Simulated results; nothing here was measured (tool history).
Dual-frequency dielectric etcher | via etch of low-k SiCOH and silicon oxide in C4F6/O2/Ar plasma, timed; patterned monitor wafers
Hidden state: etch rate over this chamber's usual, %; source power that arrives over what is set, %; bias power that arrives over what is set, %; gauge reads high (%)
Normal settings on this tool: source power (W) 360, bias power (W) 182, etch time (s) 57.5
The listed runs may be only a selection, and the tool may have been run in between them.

run   hour  source power (W)  bias power (W)  etch time (s)  wafers since the last listed run  hours since the last wet clean  hours since the last source power generator calibration  hours since the last bias power generator calibration  hours since the last upper electrode change  hours since the gauge calibration  read-back reference wafer on the same gauge, depth_nm  mean etch depth across the wafer (angstrom)
  1      0               360             194           57.5                                 0                           102.6                                                     4379                                                   3227                                       3700.5                              759.1                                                    190                                         1595
  2   19.3               360             194           57.5                               324                           121.9                                                   4398.3                                                 3246.3                                       3719.8                              778.4                                                    190                                         1607
      44.9  -- wet clean of the chamber, repeated, since the last time left the tool worse
  3   51.5               390             182           57.5                               137                             6.6                                                   4430.5                                                 3278.5                                         3752                              810.6                                                  190.2                                         1685
  4   65.4               390             182           57.5                               233                            20.5                                                   4444.4                                                 3292.4                                       3765.9                              824.5                                                  189.9                                         1683
  5   80.9               390             182           57.5                               260                              36                                                   4459.9                                                 3307.9                                       3781.4                                840                                                  190.2                                         1685
  6  102.6               360             182           57.5                               364                            57.7                                                   4481.6                                                 3329.6                                       3803.1                              861.7                                                  189.9                                         1614
     122.6  -- bias power generator calibrated
  7    138               360             182           57.5                               527                            93.1                                                     4517                                                   15.4                                       3838.5                              897.1                                                  189.8                                         1623
  8  157.7               360             182           57.5                               330                           112.8                                                   4536.7                                                   35.1                                       3858.2                              916.8                                                  189.9                                         1619
  9    186               360             167           57.5                               475                           141.1                                                     4565                                                   63.4                                       3886.5                              945.1                                                  190.1                                         1580
 10  206.4               360             182           57.5                               342                           161.5                                                   4585.4                                                   83.8                                       3906.9                              965.5                                                    190                                         1630
 11  225.8               360             182           57.5                               325                           180.9                                                   4604.8                                                  103.2                                       3926.3                              984.9                                                  190.1                                         1629
 12  255.5               360             182           57.5                               498                           210.6                                                   4634.5                                                  132.9                                         3956                             1014.6                                                    190                                         1641
 13  267.5               360             182             53                               201                           222.6                                                   4646.5                                                  144.9                                         3968                             1026.6                                                    190                                         1506
 14  294.8               360             182           57.5                               458                           249.9                                                   4673.8                                                  172.2                                       3995.3                             1053.9                                                  190.1                                         1633
 15  309.3               360             215           57.5                               243                           264.4                                                   4688.3                                                  186.7                                       4009.8                             1068.4                                                  189.9                                         1740
 16  342.2               360             136           57.5                               552                           297.3                                                   4721.2                                                  219.6                                       4042.7                             1101.3                                                  189.9                                         1505
 17  363.2               360             143           57.5                               352                           318.3                                                   4742.2                                                  240.6                                       4063.7                             1122.3                                                  190.1                                         1529
 18  382.7               360             182           57.5                               327                           337.8                                                   4761.7                                                  260.1                                       4083.2                             1141.8                                                    190                                         1653
     387.6  -- source power generator calibrated
     409.9  -- upper electrode replaced
 19  410.4               360             182           57.5                                22                           365.5                                                     22.8                                                  287.8                                          0.5                             1169.5                                                  189.8                                         1648
 20  437.2               440             145             72                               450                           392.3                                                     49.6                                                  314.6                                         27.3                             1196.3                                                  190.1                                         2108
     467.7  -- gauge calibrated
     475.7  -- wet clean of the chamber
 21  476.2               360             182           72.5                               252                             0.5                                                     88.6                                                  353.6                                         66.3                                8.5                                                    190                                         2032
 22  553.4               360             156           57.5                              1296                            77.7                                                    165.8                                                  430.8                                        143.5                               85.7                                                  190.1                                         1543
 23  566.7               400             182           57.5                               223                              91                                                    179.1                                                  444.1                                        156.8                                 99                                                  189.8                                         1693
 24  601.5               270             139           74.5                               584                           125.8                                                    213.9                                                  478.9                                        191.6                              133.8                                                  190.2                                         1682
 25  624.7               360             182             72                               389                             149                                                    237.1                                                  502.1                                        214.8                                157                                                  190.3                                         2038
 26  658.5               280             197           43.5                               567                           182.8                                                    270.9                                                  535.9                                        248.6                              190.8                                                    190                                         1120
 27  693.4               390             200           57.5                               586                           217.7                                                    305.8                                                  570.8                                        283.5                              225.7                                                  190.1                                         1741
 28  707.7               360             182           57.5                               240                             232                                                    320.1                                                  585.1                                        297.8                                240                                                  190.1                                         1634
 29    732               390             182           57.5                               408                           256.3                                                    344.4                                                  609.4                                        322.1                              264.3                                                  189.9                                         1698

Here are 5 independent what-if runs from the current tool condition. What would each one return?
  A  732.4               360             182             73                                 6                           256.7                                                    344.8                                                  609.8                                        322.5                              264.7                                                      ?                                            ?
  B  732.4               280             141           57.5                                 6                           256.7                                                    344.8                                                  609.8                                        322.5                              264.7                                                      ?                                            ?
  C  732.4               360             182             49                                 6                           256.7                                                    344.8                                                  609.8                                        322.5                              264.7                                                      ?                                            ?
  D  732.4               420             182           57.5                                 6                           256.7                                                    344.8                                                  609.8                                        322.5                              264.7                                                      ?                                            ?
  E  732.4               400             224           48.5                                 6                           256.7                                                    344.8                                                  609.8                                        322.5                              264.7                                                      ?                                            ?

run  read-back reference wafer on the same gauge, depth_nm  mean etch depth across the wafer (angstrom)
  A                                                    190                                         2063
  B                                                    190                                         1333
  C                                                    190                                         1385
  D                                                    190                                         1744
  E                                                    190                                         1536
With the hidden condition removed and each run's random variation left untouched, the same runs would have given:
run  mean etch depth across the wafer (angstrom)
  A                                         2050
  B                                         1325
  C                                         1376
  D                                         1733
  E                                         1526
